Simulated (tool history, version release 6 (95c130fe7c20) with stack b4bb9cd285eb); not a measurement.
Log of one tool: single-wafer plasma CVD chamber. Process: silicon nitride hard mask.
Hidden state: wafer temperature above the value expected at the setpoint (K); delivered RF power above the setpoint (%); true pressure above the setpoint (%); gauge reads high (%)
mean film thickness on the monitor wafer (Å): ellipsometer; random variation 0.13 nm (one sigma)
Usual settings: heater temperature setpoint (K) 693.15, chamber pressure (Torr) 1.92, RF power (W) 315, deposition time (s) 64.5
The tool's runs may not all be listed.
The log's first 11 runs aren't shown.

run	hour	heater temperature setpoint (K)	chamber pressure (Torr)	RF power (W)	deposition time (s)	wafers since the last listed run	hours since the last thermocouple change	hours since the last RF generator calibration	hours since the last manometer calibration	hours since the showerhead was replaced	hours since the gauge calibration	read-back reference wafer on the same gauge, thickness_nm	mean film thickness on the monitor wafer (Å)
12	157.4	693.15	1.92	315	64.5	164	988.3	1136.1	1895.4	4045.5	201.6	93.818	827.24
13	173.5	693.15	1.92	315	64.5	229	1004.4	1152.2	1911.5	4061.6	217.7	93.793	823.28
# hour 189.4: thermocouple changed; heater temperature recalibrated
14	189.9	693.15	1.92	315	61.7	119	0.5	1168.6	1927.9	4078	234.1	93.788	786.23
15	201.2	693.15	1.92	330	64.5	161	11.8	1179.9	1939.2	4089.3	245.4	93.844	844.24
16	212.7	693.15	1.92	315	64.5	164	23.3	1191.4	1950.7	4100.8	256.9	93.755	819.05
17	220.9	693.15	2.37	265	64.5	117	31.5	1199.6	1958.9	4109	265.1	93.802	794.22
# hour 264.3: showerhead replaced
18	264.8	698.15	1.92	315	61	512	75.4	1243.5	2002.8	0.5	309	93.76	772.87
19	279	693.15	2.24	315	52.1	202	89.6	1257.7	2017	14.7	323.2	93.823	695.41
# hour 279.6: gauge calibrated
20	295.5	701.15	1.92	315	64.5	235	106.1	1274.2	2033.5	31.2	15.9	93.784	812.12
# hour 308.2: RF generator calibrated
# hour 317.7: capacitance manometer re-zeroed and calibrated
21	318.2	701.15	1.92	315	64.5	95	128.8	10	0.5	53.9	38.6	93.87	854.52
22	320.9	693.15	1.5	315	64.5	38	131.5	12.7	3.2	56.6	41.3	93.786	776.44
23	336.7	706.15	2.31	330	71.4	225	147.3	28.5	19	72.4	57.1	93.811	1027.45
24	348.6	705.15	2.34	315	70.9	169	159.2	40.4	30.9	84.3	69	93.819	996.24
25	363.3	693.15	1.92	260	64.5	209	173.9	55.1	45.6	99	83.7	93.764	767.83
26	376.5	693.15	1.64	315	52.1	188	187.1	68.3	58.8	112.2	96.9	93.826	651.86
27	383.4	680.15	2.19	315	76.7	98	194	75.2	65.7	119.1	103.8	93.881	1069.93
28	401.4	693.15	1.58	280	57.8	256	212	93.2	83.7	137.1	121.8	93.847	665.56
29	407.5	693.15	1.69	355	64.5	87	218.1	99.3	89.8	143.2	127.9	93.801	870.06
30	421.2	679.15	1.92	315	64.5	195	231.8	113	103.5	156.9	141.6	93.778	861.91

3 ways to go on from here, each from the tool as it stands after run 30. What would each give?
A	421.6	693.15	1.92	315	56	5	232.2	113.4	103.9	157.3	142	?	?
B	421.6	693.15	2.32	360	70.1	5	232.2	113.4	103.9	157.3	142	?	?
C	421.6	693.15	2.14	270	64.5	5	232.2	113.4	103.9	157.3	142	?	?

run	read-back reference wafer on the same gauge, thickness_nm	mean film thickness on the monitor wafer (Å)
A	93.759	741.77
B	93.759	1062.83
C	93.759	811.84
Without the tool's hidden state the same runs would have given:
run	mean film thickness on the monitor wafer (Å)
A	742.92
B	1064.4
C	813.14
